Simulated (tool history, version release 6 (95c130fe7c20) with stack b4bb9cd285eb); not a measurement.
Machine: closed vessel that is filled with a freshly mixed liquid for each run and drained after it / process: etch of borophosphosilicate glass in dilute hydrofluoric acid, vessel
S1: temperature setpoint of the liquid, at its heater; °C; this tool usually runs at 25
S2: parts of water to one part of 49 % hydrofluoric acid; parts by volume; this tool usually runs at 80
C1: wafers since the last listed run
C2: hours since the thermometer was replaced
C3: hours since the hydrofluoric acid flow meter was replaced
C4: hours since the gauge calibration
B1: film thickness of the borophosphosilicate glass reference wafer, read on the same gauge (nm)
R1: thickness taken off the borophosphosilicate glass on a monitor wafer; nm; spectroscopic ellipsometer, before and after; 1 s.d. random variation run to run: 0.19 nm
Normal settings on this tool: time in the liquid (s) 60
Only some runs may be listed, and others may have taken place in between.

{"run": 1, "hour": 0.0, "S1": 25, "S2": 80, "time in the liquid (s)": 60, "C1": 0, "C2": 151.1, "C3": 230.8, "C4": 1050.4, "B1": 119.98, "R1": 34.07}
{"run": 2, "hour": 43.0, "S1": 25, "S2": 80, "time in the liquid (s)": 60, "C1": 2758, "C2": 194.1, "C3": 273.8, "C4": 1093.4, "B1": 119.99, "R1": 33.42}
{"hour": 44.0, "done": "gauge calibrated"}
{"run": 3, "hour": 296.9, "S1": 25, "S2": 95, "time in the liquid (s)": 80, "C1": 16288, "C2": 448, "C3": 527.7, "C4": 252.9, "B1": 120.05, "R1": 36.18}
{"run": 4, "hour": 388.2, "S1": 25, "S2": 95, "time in the liquid (s)": 80, "C1": 5857, "C2": 539.3, "C3": 619, "C4": 344.2, "B1": 119.96, "R1": 35.97}
{"run": 5, "hour": 495.8, "S1": 25, "S2": 80, "time in the liquid (s)": 50, "C1": 6902, "C2": 646.9, "C3": 726.6, "C4": 451.8, "B1": 120, "R1": 27.21}
{"hour": 536.9, "done": "thermometer replaced"}
{"run": 6, "hour": 589.1, "S1": 28, "S2": 80, "time in the liquid (s)": 30, "C1": 5921, "C2": 52.2, "C3": 819.9, "C4": 545.1, "B1": 119.94, "R1": 17.32}
{"run": 7, "hour": 833.1, "S1": 28, "S2": 80, "time in the liquid (s)": 30, "C1": 15653, "C2": 296.2, "C3": 1063.9, "C4": 789.1, "B1": 120, "R1": 17.18}
{"hour": 862.8, "done": "hydrofluoric acid flow meter replaced"}
{"run": 8, "hour": 872.4, "S1": 28, "S2": 80, "time in the liquid (s)": 30, "C1": 2457, "C2": 335.5, "C3": 9.6, "C4": 828.4, "B1": 119.98, "R1": 17.1}
{"hour": 884.9, "done": "thermometer replaced, repeated, since the last time left the tool worse"}
{"run": 9, "hour": 949.2, "S1": 25, "S2": 95, "time in the liquid (s)": 85, "C1": 4862, "C2": 64.3, "C3": 86.4, "C4": 905.2, "B1": 119.97, "R1": 40.31}
{"hour": 975.5, "done": "gauge calibrated"}
{"run": 10, "hour": 1054.4, "S1": 25, "S2": 95, "time in the liquid (s)": 85, "C1": 6748, "C2": 169.5, "C3": 191.6, "C4": 78.9, "B1": 119.99, "R1": 40.02}
{"run": 11, "hour": 1092.1, "S1": 25, "S2": 80, "time in the liquid (s)": 60, "C1": 2418, "C2": 207.2, "C3": 229.3, "C4": 116.6, "B1": 120.03, "R1": 33.86}
{"run": 12, "hour": 1190.7, "S1": 27.5, "S2": 120, "time in the liquid (s)": 40, "C1": 6325, "C2": 305.8, "C3": 327.9, "C4": 215.2, "B1": 119.99, "R1": 15.67}
{"run": 13, "hour": 1233.3, "S1": 28, "S2": 100, "time in the liquid (s)": 60, "C1": 2732, "C2": 348.4, "C3": 370.5, "C4": 257.8, "B1": 120.03, "R1": 29.26}
{"run": 14, "hour": 1279.9, "S1": 29, "S2": 80, "time in the liquid (s)": 60, "C1": 2989, "C2": 395, "C3": 417.1, "C4": 304.4, "B1": 119.98, "R1": 39.33}
{"run": 15, "hour": 1341.0, "S1": 28, "S2": 80, "time in the liquid (s)": 30, "C1": 3919, "C2": 456.1, "C3": 478.2, "C4": 365.5, "B1": 120.02, "R1": 18.74}
{"run": 16, "hour": 1410.5, "S1": 22.5, "S2": 80, "time in the liquid (s)": 30, "C1": 4458, "C2": 525.6, "C3": 547.7, "C4": 435, "B1": 119.99, "R1": 14.81}
{"run": 17, "hour": 1472.1, "S1": 25, "S2": 115, "time in the liquid (s)": 60, "C1": 3951, "C2": 587.2, "C3": 609.3, "C4": 496.6, "B1": 119.99, "R1": 21.93}
{"run": 18, "hour": 1514.6, "S1": 25, "S2": 80, "time in the liquid (s)": 60, "C1": 2726, "C2": 629.7, "C3": 651.8, "C4": 539.1, "B1": 120, "R1": 32.63}
{"hour": 1614.4, "done": "thermometer replaced"}
{"run": 19, "hour": 1799.0, "S1": 22, "S2": 115, "time in the liquid (s)": 75, "C1": 18180, "C2": 184.6, "C3": 936.2, "C4": 823.5, "B1": 119.97, "R1": 24.88}
{"run": 20, "hour": 1868.6, "S1": 22.5, "S2": 115, "time in the liquid (s)": 75, "C1": 4465, "C2": 254.2, "C3": 1005.8, "C4": 893.1, "B1": 120.01, "R1": 25.43}
{"hour": 1908.2, "done": "hydrofluoric acid flow meter replaced"}
{"hour": 1920.3, "done": "gauge calibrated"}
{"run": 21, "hour": 1924.9, "S1": 22.5, "S2": 95, "time in the liquid (s)": 60, "C1": 3547, "C2": 310.5, "C3": 16.7, "C4": 4.6, "B1": 119.99, "R1": 24.93}
{"run": 22, "hour": 1966.7, "S1": 25, "S2": 80, "time in the liquid (s)": 60, "C1": 2681, "C2": 352.3, "C3": 58.5, "C4": 46.4, "B1": 120.01, "R1": 33.36}

Alternative continuations, all from the tool just after run 22; predict every row:
{"run": "A", "hour": 1967.4, "S1": 20.5, "S2": 80, "time in the liquid (s)": 60, "C1": 44, "C2": 353, "C3": 59.2, "C4": 47.1, "B1": "?", "R1": "?"}
{"run": "B", "hour": 1967.4, "S1": 23, "S2": 110, "time in the liquid (s)": 60, "C1": 44, "C2": 353, "C3": 59.2, "C4": 47.1, "B1": "?", "R1": "?"}
{"run": "C", "hour": 1967.4, "S1": 27, "S2": 45, "time in the liquid (s)": 30, "C1": 44, "C2": 353, "C3": 59.2, "C4": 47.1, "B1": "?", "R1": "?"}

run=A B1=120.01 R1=27.75
run=B B1=120.01 R1=21.6
run=C B1=120.01 R1=33.7
Without the tool's unlogged condition, the same runs would have read:
run=A R1=28.73
run=B R1=22.32
run=C R1=34.85

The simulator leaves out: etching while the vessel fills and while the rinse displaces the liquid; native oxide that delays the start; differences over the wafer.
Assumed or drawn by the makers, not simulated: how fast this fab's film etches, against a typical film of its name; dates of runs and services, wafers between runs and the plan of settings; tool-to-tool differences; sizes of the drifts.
